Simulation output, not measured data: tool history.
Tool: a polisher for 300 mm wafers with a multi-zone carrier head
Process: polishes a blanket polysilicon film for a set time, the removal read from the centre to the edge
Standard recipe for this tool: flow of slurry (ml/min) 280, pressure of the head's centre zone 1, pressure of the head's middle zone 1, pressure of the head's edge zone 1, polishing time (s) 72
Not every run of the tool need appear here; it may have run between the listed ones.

run	hour	flow of slurry (ml/min)	pressure of the head's centre zone	pressure of the head's middle zone	pressure of the head's edge zone	polishing time (s)	wafers since the last listed run	wafers polished on this pad	hours since the slurry nozzle was cleaned	hours since the centre zone pressure was calibrated	hours since the edge zone pressure was calibrated	hours since the carrier head's membrane was replaced	incoming thickness of the incoming film, nm	film removed at the wafer's centre (Å)	film removed at mid-radius (Å)	film removed at the wafer's edge (Å)
1	0	280	1	1	1	72	0	7	637.9	854.7	801.9	1125.8	2065.1	7001	7441	7661
2	21.1	280	1	1	1	72	207	214	659	875.8	823	1146.9	2102.3	7061	7414	7593
3	33.5	280	1	1	1	72	122	336	671.4	888.2	835.4	1159.3	2109.6	7050	7556	7510
4	39.9	280	1	1.07	1	72	63	399	677.8	894.6	841.8	1165.7	2090.9	7038	7860	7457
5	47.7	280	1	1.07	1	72	76	476	685.6	902.4	849.6	1173.5	2064.8	7057	7888	7600
# hour 63.7: worn pad replaced by a new one
6	64.2	280	1	1.07	1	72	123	5	702.1	918.9	866.1	1190	2088.4	6838	7792	7539
# hour 71.5: edge zone pressure recalibrated
7	72	280	1	1	1	72	57	62	709.9	926.7	0.5	1197.8	2087.8	7054	7489	7523
8	78.9	280	1	1	1	72	67	130	716.8	933.6	7.4	1204.7	2069.2	6870	7333	7646
9	91.9	280	1	1	1	72	128	258	729.8	946.6	20.4	1217.7	2115.3	6937	7348	7535
10	103.1	280	1	1	1	72	110	368	741	957.8	31.6	1228.9	2096.4	6936	7084	7439
11	115	330	0.96	1	1	72	117	485	752.9	969.7	43.5	1240.8	2075.3	6934	7707	7619
12	128.4	185	1	1	0.92	72	131	617	766.3	983.1	56.9	1254.2	2078.2	6070	6548	6888
# hour 134.3: worn pad replaced by a new one
13	134.7	280	1	1	1.11	72	22	4	772.6	989.4	63.2	1260.5	2103	6917	7425	7482
14	147.5	280	1	1	1	72	126	130	785.4	1002.2	76	1273.3	2051.7	6837	7354	7505
# hour 181.3: centre zone pressure recalibrated
# hour 193.7: slurry nozzle cleaned
# hour 195.3: carrier head's membrane replaced by a new one
# hour 202.3: worn pad replaced by a new one
15	202.8	280	1	1	1	72	459	5	9.1	21.5	131.3	7.5	2099.6	7569	7939	7766
16	208.2	280	1	1	1	80	53	58	14.5	26.9	136.7	12.9	2066.8	8294	8883	8831
17	214.6	280	1.08	0.89	1	72	63	121	20.9	33.3	143.1	19.3	2088.3	8007	6994	7908
18	232	280	1	0.9	0.9	72	171	292	38.3	50.7	160.5	36.7	2095.3	7527	7162	7741
19	245.8	280	1.07	0.94	1	59	135	428	52.1	64.5	174.3	50.5	2088.3	6643	6127	6623
20	259.7	280	1	1	1	72	136	565	66	78.4	188.2	64.4	2060.1	7478	7916	7696
# hour 267.6: worn pad replaced by a new one
21	273.1	280	1	1	1	72	92	54	79.4	91.8	201.6	77.8	2114.7	7484	7861	7913

5 ways to go on from here, each from the tool as it stands after run 21. What would each give?
A	273.5	215	1	1	1	72	3	58	79.8	92.2	202	78.2	2078.2	?	?	?
B	273.5	280	1	1	0.9	72	3	58	79.8	92.2	202	78.2	2078.2	?	?	?
C	273.5	310	1.04	0.94	1	72	3	58	79.8	92.2	202	78.2	2078.2	?	?	?
D	273.5	280	1	1	1.04	72	3	58	79.8	92.2	202	78.2	2078.2	?	?	?
E	273.5	280	1	1	1	90	3	58	79.8	92.2	202	78.2	2078.2	?	?	?

run	film removed at the wafer's centre (Å)	film removed at mid-radius (Å)	film removed at the wafer's edge (Å)
A	7222	7487	7616
B	7527	7770	7607
C	7928	7459	7905
D	7527	7769	7920
E	9409	9712	9788
Take away the tool's hidden state, keep each run's random variation, and the runs would have read:
run	film removed at the wafer's centre (Å)	film removed at mid-radius (Å)	film removed at the wafer's edge (Å)
A	7275	7535	7652
B	7568	7807	7635
C	7966	7491	7932
D	7568	7807	7949
E	9460	9759	9824
